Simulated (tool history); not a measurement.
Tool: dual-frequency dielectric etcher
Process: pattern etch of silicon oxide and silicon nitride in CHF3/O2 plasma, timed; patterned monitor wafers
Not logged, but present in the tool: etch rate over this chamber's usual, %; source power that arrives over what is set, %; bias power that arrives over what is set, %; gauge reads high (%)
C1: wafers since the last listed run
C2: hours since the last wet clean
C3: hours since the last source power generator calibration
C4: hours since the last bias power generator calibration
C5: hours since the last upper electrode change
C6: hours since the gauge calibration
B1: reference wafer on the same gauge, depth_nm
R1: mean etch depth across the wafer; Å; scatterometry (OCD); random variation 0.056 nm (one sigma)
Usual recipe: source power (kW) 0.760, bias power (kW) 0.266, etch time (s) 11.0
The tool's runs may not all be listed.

Run 1, hour 0.0: usual settings but bias power (kW) 0.236; C1 0; C2 306.7; C3 2275.8; C4 3214.0; C5 5763.2; C6 1041.0; B1 23.10. Result: R1 203.4 Å.
Run 2, hour 64.7: usual settings but bias power (kW) 0.236; C1 1039; C2 371.4; C3 2340.5; C4 3278.7; C5 5827.9; C6 1105.7; B1 23.09. Result: R1 201.2 Å.
At hour 93.0: wet clean of the chamber.
Run 3, hour 132.9: usual settings; C1 710; C2 39.9; C3 2408.7; C4 3346.9; C5 5896.1; C6 1173.9; B1 23.10. Result: R1 212.1 Å.
Run 4, hour 192.8: usual settings but bias power (kW) 0.228, etch time (s) 14.0; C1 962; C2 99.8; C3 2468.6; C4 3406.8; C5 5956.0; C6 1233.8; B1 23.11. Result: R1 257.5 Å.
Run 5, hour 245.1: usual settings but bias power (kW) 0.228, etch time (s) 14.0; C1 840; C2 152.1; C3 2520.9; C4 3459.1; C5 6008.3; C6 1286.1; B1 23.09. Result: R1 258.2 Å.
Run 6, hour 289.6: usual settings but bias power (kW) 0.228, etch time (s) 14.0; C1 715; C2 196.6; C3 2565.4; C4 3503.6; C5 6052.8; C6 1330.6; B1 23.09. Result: R1 256.4 Å.
At hour 321.0: upper electrode replaced.
Run 7, hour 321.5: usual settings but source power (kW) 0.680, etch time (s) 9.5; C1 126; C2 228.5; C3 2597.3; C4 3535.5; C5 0.5; C6 1362.5; B1 23.10. Result: R1 175.7 Å.
At hour 460.7: wet clean of the chamber.
Run 8, hour 472.4: usual settings but source power (kW) 0.680, etch time (s) 9.5; C1 2039; C2 11.7; C3 2748.2; C4 3686.4; C5 151.4; C6 1513.4; B1 23.10. Result: R1 176.1 Å.
Run 9, hour 517.4: usual settings; C1 723; C2 56.7; C3 2793.2; C4 3731.4; C5 196.4; C6 1558.4; B1 23.10. Result: R1 212.9 Å.
Run 10, hour 546.9: usual settings; C1 474; C2 86.2; C3 2822.7; C4 3760.9; C5 225.9; C6 1587.9; B1 23.09. Result: R1 211.7 Å.
Run 11, hour 601.7: usual settings but source power (kW) 0.590; C1 880; C2 141.0; C3 2877.5; C4 3815.7; C5 280.7; C6 1642.7; B1 23.10. Result: R1 194.7 Å.
At hour 635.9: source power generator calibrated.
Run 12, hour 656.4: usual settings; C1 814; C2 195.7; C3 20.5; C4 3870.4; C5 335.4; C6 1697.4; B1 23.11. Result: R1 210.8 Å.
At hour 703.1: bias power generator calibrated.
Run 13, hour 709.4: usual settings but source power (kW) 0.880, bias power (kW) 0.220, etch time (s) 10.0; C1 787; C2 248.7; C3 73.5; C4 6.3; C5 388.4; C6 1750.4; B1 23.09. Result: R1 187.7 Å.
At hour 919.3: wet clean of the chamber.
Run 14, hour 919.8: usual settings; C1 2995; C2 0.5; C3 283.9; C4 216.7; C5 598.8; C6 1960.8; B1 23.10. Result: R1 210.3 Å.
At hour 945.2: gauge calibrated.
Run 15, hour 969.3: usual settings but source power (kW) 0.890; C1 795; C2 50.0; C3 333.4; C4 266.2; C5 648.3; C6 24.1; B1 23.10. Result: R1 221.6 Å.
Run 16, hour 1034.4: usual settings; C1 1046; C2 115.1; C3 398.5; C4 331.3; C5 713.4; C6 89.2; B1 23.10. Result: R1 209.0 Å.
Run 17, hour 1082.7: usual settings but bias power (kW) 0.246, etch time (s) 13.0; C1 776; C2 163.4; C3 446.8; C4 379.6; C5 761.7; C6 137.5; B1 23.10. Result: R1 241.8 Å.
Run 18, hour 1114.1: usual settings; C1 504; C2 194.8; C3 478.2; C4 411.0; C5 793.1; C6 168.9; B1 23.10. Result: R1 209.4 Å.
Run 19, hour 1142.0: usual settings but source power (kW) 0.890, bias power (kW) 0.206, etch time (s) 8.0; C1 448; C2 222.7; C3 506.1; C4 438.9; C5 821.0; C6 196.8; B1 23.11. Result: R1 147.9 Å.
Run 20, hour 1202.1: usual settings but source power (kW) 0.820, bias power (kW) 0.228, etch time (s) 13.0; C1 965; C2 282.8; C3 566.2; C4 499.0; C5 881.1; C6 256.9; B1 23.11. Result: R1 241.5 Å.
Run 21, hour 1255.4: usual settings but bias power (kW) 0.329; C1 856; C2 336.1; C3 619.5; C4 552.3; C5 934.4; C6 310.2; B1 23.10. Result: R1 222.7 Å.
Run 22, hour 1304.0: usual settings but source power (kW) 0.660, bias power (kW) 0.231, etch time (s) 13.0; C1 781; C2 384.7; C3 668.1; C4 600.9; C5 983.0; C6 358.8; B1 23.10. Result: R1 224.2 Å.
At hour 1371.5: wet clean of the chamber.
Run 23, hour 1372.0: usual settings but source power (kW) 0.820, bias power (kW) 0.305; C1 707; C2 0.5; C3 736.1; C4 668.9; C5 1051.0; C6 426.8; B1 23.11. Result: R1 225.6 Å.
Run 24, hour 1393.5: usual settings but source power (kW) 0.660, bias power (kW) 0.206, etch time (s) 13.0; C1 345; C2 22.0; C3 757.6; C4 690.4; C5 1072.5; C6 448.3; B1 23.10. Result: R1 219.2 Å.
Run 25, hour 1449.9: usual settings; C1 906; C2 78.4; C3 814.0; C4 746.8; C5 1128.9; C6 504.7; B1 23.11. Result: R1 210.6 Å.
Run 26, hour 1493.9: usual settings but source power (kW) 0.860; C1 707; C2 122.4; C3 858.0; C4 790.8; C5 1172.9; C6 548.7; B1 23.10. Result: R1 220.8 Å.
Run 27, hour 1552.9: usual settings; C1 948; C2 181.4; C3 917.0; C4 849.8; C5 1231.9; C6 607.7; B1 23.10. Result: R1 209.7 Å.
Run 28, hour 1592.6: usual settings; C1 638; C2 221.1; C3 956.7; C4 889.5; C5 1271.6; C6 647.4; B1 23.10. Result: R1 209.9 Å.
Run 29, hour 1623.2: usual settings; C1 491; C2 251.7; C3 987.3; C4 920.1; C5 1302.2; C6 678.0; B1 23.09. Result: R1 209.4 Å.

Hidden condition of the tool, last listed run before each entry between runs versus first listed run after:
From run 2 to run 3: wet clean of the chamber (hour 93.0)
  etch rate over this chamber's usual, %: -1.4 -> -0.105; bias power that arrives over what is set, %: 4.58 -> 4.6
  measured less the result without the state, R1: -0.1 -> +2.7 Å
From run 6 to run 7: upper electrode replaced (hour 321.0)
  etch rate over this chamber's usual, %: -0.699 -> -0.82; bias power that arrives over what is set, %: 4.64 -> 4.65
  measured less the result without the state, R1: +1.8 -> +1.1 Å
From run 7 to run 8: wet clean of the chamber (hour 460.7)
  etch rate over this chamber's usual, %: -0.82 -> -0.0183; bias power that arrives over what is set, %: 4.65 -> 4.68
  measured less the result without the state, R1: +1.1 -> +2.5 Å
From run 11 to run 12: source power generator calibrated (hour 635.9)
  etch rate over this chamber's usual, %: -0.508 -> -0.716; bias power that arrives over what is set, %: 4.71 -> 4.72
  measured less the result without the state, R1: +1.9 -> +1.5 Å
From run 12 to run 13: bias power generator calibrated (hour 703.1)
  etch rate over this chamber's usual, %: -0.716 -> -0.916; bias power that arrives over what is set, %: 4.72 -> 0.366
  measured less the result without the state, R1: +1.5 -> -1.5 Å
From run 13 to run 14: wet clean of the chamber (hour 919.3)
  etch rate over this chamber's usual, %: -0.916 -> -0.0558; bias power that arrives over what is set, %: 0.366 -> 1.21
  measured less the result without the state, R1: -1.5 -> +0.7 Å
From run 14 to run 15: gauge calibrated (hour 945.2)
  etch rate over this chamber's usual, %: -0.0558 -> -0.243; bias power that arrives over what is set, %: 1.21 -> 1.39
  measured less the result without the state, R1: +0.7 -> +0.4 Å
From run 22 to run 23: wet clean of the chamber (hour 1371.5)
  etch rate over this chamber's usual, %: -1.51 -> -0.0638; bias power that arrives over what is set, %: 2.42 -> 2.59
  measured less the result without the state, R1: -1.8 -> +1.7 Å
